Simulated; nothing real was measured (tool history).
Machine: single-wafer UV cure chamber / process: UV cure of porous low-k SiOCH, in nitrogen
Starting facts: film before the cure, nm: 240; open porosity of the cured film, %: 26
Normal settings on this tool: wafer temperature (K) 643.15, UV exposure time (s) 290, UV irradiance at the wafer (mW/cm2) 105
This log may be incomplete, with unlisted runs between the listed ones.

run,hour,wafer temperature (K),UV exposure time (s),UV irradiance at the wafer (mW/cm2),wafers since the last listed run,hours since the UV bulbs were replaced,wafers since the quartz window was cleaned,loss of film thickness in the cure (%)
1,0,651.15,290,94,0,1247.3,977,15.133
2,37.6,643.15,290,105,199,1284.9,1177,14.979
3,101.6,643.15,290,105,340,1348.9,1518,15.157
4,154.4,643.15,290,105,280,1401.7,1798,15.054
5,191.3,643.15,290,116,196,1438.6,1995,15.451
6,235.4,643.15,245,105,234,1482.7,2229,14.097
7,270.4,643.15,245,105,186,1517.7,2415,13.785
8,315.2,643.15,215,83,238,1562.5,2653,11.975
9,358.7,643.15,215,83,231,1606,2885,11.924
10,398.2,643.15,290,105,210,1645.5,3095,14.322
11,425.1,643.15,290,105,143,1672.4,3238,14.489
12,464.6,643.15,290,105,210,1711.9,3448,14.552
13,517.2,643.15,245,105,279,1764.5,3727,13.672
# hour 556.9: quartz window cleaned
# hour 558.1: UV bulbs replaced
14,558.6,643.15,430,67,171,0.5,2,14.711
15,581.4,634.15,200,73,121,23.3,124,11.221
16,625.2,631.15,385,105,232,67.1,356,16.448
17,661,650.15,290,105,190,102.9,547,15.275
18,720.9,643.15,290,105,318,162.8,865,15.304
19,756,643.15,185,105,186,197.9,1052,12.719
20,817.3,643.15,165,76,325,259.2,1378,10.556
21,859,660.15,190,81,221,300.9,1600,12.015
22,896.5,662.15,140,144,199,338.4,1799,13.254
23,947,643.15,215,83,268,388.9,2067,12.208
24,982.8,643.15,245,105,190,424.7,2258,13.791

Below are 4 alternative next runs, each starting from the tool's condition after run 24. Predict each:
A,983.3,643.15,435,105,2,425.2,2260,?
B,983.3,656.15,160,86,2,425.2,2260,?
C,983.3,638.15,340,88,2,425.2,2260,?
D,983.3,626.15,180,105,2,425.2,2260,?

run,loss of film thickness in the cure (%)
A,16.577
B,10.591
C,14.179
D,11.54
Without the tool's hidden state the same runs would have given:
run,loss of film thickness in the cure (%)
A,17.595
B,11.512
C,15.165
D,12.477
